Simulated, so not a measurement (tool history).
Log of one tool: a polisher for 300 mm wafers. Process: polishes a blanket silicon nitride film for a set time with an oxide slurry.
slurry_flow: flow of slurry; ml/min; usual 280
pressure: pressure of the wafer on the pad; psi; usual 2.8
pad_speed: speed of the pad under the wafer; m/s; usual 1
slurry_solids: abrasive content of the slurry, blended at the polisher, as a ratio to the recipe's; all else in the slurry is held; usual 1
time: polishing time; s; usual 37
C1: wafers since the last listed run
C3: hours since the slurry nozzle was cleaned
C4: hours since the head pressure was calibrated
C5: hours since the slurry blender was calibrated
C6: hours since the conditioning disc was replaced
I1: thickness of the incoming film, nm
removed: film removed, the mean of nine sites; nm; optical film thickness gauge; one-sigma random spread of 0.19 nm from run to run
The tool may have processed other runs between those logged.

run 1 hour=0 | slurry_flow=280 pressure=2.8 pad_speed=1 slurry_solids=1 time=37 | C1=0 wafers_polished_on_this_pad=354 C3=543.4 C4=204.3 C5=289.9 C6=151.2 | I1=584.2 | removed=16.4
-- hour=22.2 slurry nozzle cleaned
run 2 hour=41.2 | slurry_flow=280 pressure=2.8 pad_speed=1 slurry_solids=1 time=37 | C1=530 wafers_polished_on_this_pad=884 C3=19 C4=245.5 C5=331.1 C6=192.4 | I1=597.7 | removed=16.7
-- hour=169.5 slurry blender recalibrated
run 3 hour=225.6 | slurry_flow=280 pressure=2.8 pad_speed=1 slurry_solids=1 time=37 | C1=2404 wafers_polished_on_this_pad=3289 C3=203.4 C4=429.9 C5=56.1 C6=376.8 | I1=587.7 | removed=16.8
run 4 hour=322.8 | slurry_flow=280 pressure=2.8 pad_speed=1 slurry_solids=1 time=37 | C1=1281 wafers_polished_on_this_pad=4571 C3=300.6 C4=527.1 C5=153.3 C6=474 | I1=583.9 | removed=17.1
-- hour=435.5 conditioning disc replaced and pad reconditioned
-- hour=542.1 worn pad replaced by a new one
run 5 hour=542.6 | slurry_flow=280 pressure=2.8 pad_speed=1 slurry_solids=1 time=37 | C1=2818 wafers_polished_on_this_pad=6 C3=520.4 C4=746.9 C5=373.1 C6=107.1 | I1=591.8 | removed=17.5
-- hour=548.7 head pressure recalibrated
-- hour=567.5 slurry nozzle cleaned
-- hour=774.4 slurry blender recalibrated
run 6 hour=851.2 | slurry_flow=280 pressure=2.8 pad_speed=1 slurry_solids=1 time=37 | C1=4002 wafers_polished_on_this_pad=4009 C3=283.7 C4=302.5 C5=76.8 C6=415.7 | I1=595.1 | removed=17.2
run 7 hour=931 | slurry_flow=280 pressure=2.8 pad_speed=1 slurry_solids=1 time=37 | C1=1052 wafers_polished_on_this_pad=5061 C3=363.5 C4=382.3 C5=156.6 C6=495.5 | I1=596.5 | removed=17.1
-- hour=983.9 conditioning disc replaced and pad reconditioned
run 8 hour=1015.1 | slurry_flow=280 pressure=2.8 pad_speed=1 slurry_solids=1 time=37 | C1=1082 wafers_polished_on_this_pad=6144 C3=447.6 C4=466.4 C5=240.7 C6=31.2 | I1=589.7 | removed=17.4
-- hour=1057 worn pad replaced by a new one
-- hour=1103 slurry nozzle cleaned
run 9 hour=1108.5 | slurry_flow=280 pressure=2.8 pad_speed=1 slurry_solids=1 time=37 | C1=1165 wafers_polished_on_this_pad=665 C3=5.5 C4=559.8 C5=334.1 C6=124.6 | I1=591 | removed=17.4
run 10 hour=1199 | slurry_flow=280 pressure=2.8 pad_speed=1 slurry_solids=1 time=37 | C1=1193 wafers_polished_on_this_pad=1858 C3=96 C4=650.3 C5=424.6 C6=215.1 | I1=588.8 | removed=17.4
run 11 hour=1302.2 | slurry_flow=280 pressure=2.8 pad_speed=1 slurry_solids=1 time=37 | C1=1360 wafers_polished_on_this_pad=3219 C3=199.2 C4=753.5 C5=527.8 C6=318.3 | I1=596.1 | removed=18.3
-- hour=1343.7 slurry blender recalibrated
run 12 hour=1402.3 | slurry_flow=280 pressure=2.8 pad_speed=1 slurry_solids=1 time=32 | C1=1293 wafers_polished_on_this_pad=4513 C3=299.3 C4=853.6 C5=58.6 C6=418.4 | I1=589.5 | removed=16
-- hour=1430.3 head pressure recalibrated
run 13 hour=1510.2 | slurry_flow=280 pressure=2.8 pad_speed=1 slurry_solids=1 time=32 | C1=1396 wafers_polished_on_this_pad=5909 C3=407.2 C4=79.9 C5=166.5 C6=526.3 | I1=600.1 | removed=13.9
-- hour=1527.6 worn pad replaced by a new one
-- hour=1543.3 conditioning disc replaced and pad reconditioned
run 14 hour=1569.6 | slurry_flow=370 pressure=2.2 pad_speed=1.12 slurry_solids=1 time=42 | C1=704 wafers_polished_on_this_pad=527 C3=466.6 C4=139.3 C5=225.9 C6=26.3 | I1=578.2 | removed=15.9
-- hour=1629.8 slurry nozzle cleaned
run 15 hour=1653.4 | slurry_flow=230 pressure=2.8 pad_speed=0.84 slurry_solids=1.2 time=37 | C1=1091 wafers_polished_on_this_pad=1619 C3=23.6 C4=223.1 C5=309.7 C6=110.1 | I1=596.5 | removed=16.4
run 16 hour=1741.3 | slurry_flow=180 pressure=2.8 pad_speed=1 slurry_solids=1.15 time=37 | C1=1158 wafers_polished_on_this_pad=2778 C3=111.5 C4=311 C5=397.6 C6=198 | I1=590.5 | removed=17.6
run 17 hour=1813.1 | slurry_flow=330 pressure=1.9 pad_speed=0.84 slurry_solids=1 time=37 | C1=946 wafers_polished_on_this_pad=3725 C3=183.3 C4=382.8 C5=469.4 C6=269.8 | I1=583.8 | removed=10.5
-- hour=1900.9 slurry blender recalibrated
run 18 hour=1906.5 | slurry_flow=195 pressure=2.8 pad_speed=1 slurry_solids=1 time=41 | C1=1205 wafers_polished_on_this_pad=4930 C3=276.7 C4=476.2 C5=5.6 C6=363.2 | I1=590.7 | removed=18.6
run 19 hour=1991.1 | slurry_flow=280 pressure=2.8 pad_speed=1 slurry_solids=1 time=37 | C1=1115 wafers_polished_on_this_pad=6045 C3=361.3 C4=560.8 C5=90.2 C6=447.8 | I1=595.1 | removed=17.3
run 20 hour=2038.5 | slurry_flow=280 pressure=2.8 pad_speed=1 slurry_solids=1 time=37 | C1=624 wafers_polished_on_this_pad=6670 C3=408.7 C4=608.2 C5=137.6 C6=495.2 | I1=589.1 | removed=17.3
run 21 hour=2074.6 | slurry_flow=230 pressure=2.3 pad_speed=1 slurry_solids=1 time=31 | C1=475 wafers_polished_on_this_pad=7146 C3=444.8 C4=644.3 C5=173.7 C6=531.3 | I1=586.3 | removed=11.8
-- hour=2079.3 worn pad replaced by a new one
-- hour=2114.5 slurry nozzle cleaned
-- hour=2143.6 conditioning disc replaced and pad reconditioned
-- hour=2150.1 head pressure recalibrated
run 22 hour=2392.7 | slurry_flow=255 pressure=2.8 pad_speed=1 slurry_solids=0.85 time=41 | C1=4075 wafers_polished_on_this_pad=4065 C3=278.2 C4=242.6 C5=491.8 C6=249.1 | I1=586.9 | removed=16
run 23 hour=2429.6 | slurry_flow=280 pressure=2.8 pad_speed=1 slurry_solids=1 time=37 | C1=486 wafers_polished_on_this_pad=4552 C3=315.1 C4=279.5 C5=528.7 C6=286 | I1=595.5 | removed=16.4
-- hour=2454.2 slurry blender recalibrated
run 24 hour=2499.9 | slurry_flow=280 pressure=3.8 pad_speed=1 slurry_solids=1 time=37 | C1=900 wafers_polished_on_this_pad=5452 C3=385.4 C4=349.8 C5=45.7 C6=356.3 | I1=593 | removed=22
run 25 hour=2589.3 | slurry_flow=355 pressure=3.3 pad_speed=1 slurry_solids=1.25 time=41 | C1=1178 wafers_polished_on_this_pad=6631 C3=474.8 C4=439.2 C5=135.1 C6=445.7 | I1=597.1 | removed=25.7
-- hour=2628.6 conditioning disc replaced and pad reconditioned
-- hour=2630.6 worn pad replaced by a new one
run 26 hour=2663.2 | slurry_flow=375 pressure=2 pad_speed=1 slurry_solids=1 time=44 | C1=921 wafers_polished_on_this_pad=429 C3=548.7 C4=513.1 C5=209 C6=34.6 | I1=592.6 | removed=14.7

Hidden state or all else? Some run-to-run changes of removed, split into what the settings, what came in and random variation would give without the hidden state, and what is left for the hidden state (with any gauge scatter that isn't in both results):
Hidden state present: removal rate lost through wear of the pad, %; slurry flow missing at the pad, %; deviation of the head's pressure from its setpoint, %; abrasive missing from the slurry, %; time polished since the conditioner stopped cutting, s.
Run 5 -> 6: head pressure recalibrated, slurry nozzle cleaned, slurry blender recalibrated. removed -0.3 nm: hidden state -1.1, all else +0.8.
Run 12 -> 13: head pressure recalibrated. removed -2.1 nm: hidden state -1.8, all else -0.3.
Run 17 -> 18: slurry_flow 330 -> 195, pressure 1.9 -> 2.8, pad_speed 0.84 -> 1, time 37 -> 41, slurry blender recalibrated. removed +8.1 nm: hidden state +0.4, all else +7.7.
Run 25 -> 26: slurry_flow 355 -> 375, pressure 3.3 -> 2, slurry_solids 1.25 -> 1, time 41 -> 44, conditioning disc replaced and pad reconditioned, worn pad replaced by a new one. removed -11 nm: hidden state +0, all else -11.

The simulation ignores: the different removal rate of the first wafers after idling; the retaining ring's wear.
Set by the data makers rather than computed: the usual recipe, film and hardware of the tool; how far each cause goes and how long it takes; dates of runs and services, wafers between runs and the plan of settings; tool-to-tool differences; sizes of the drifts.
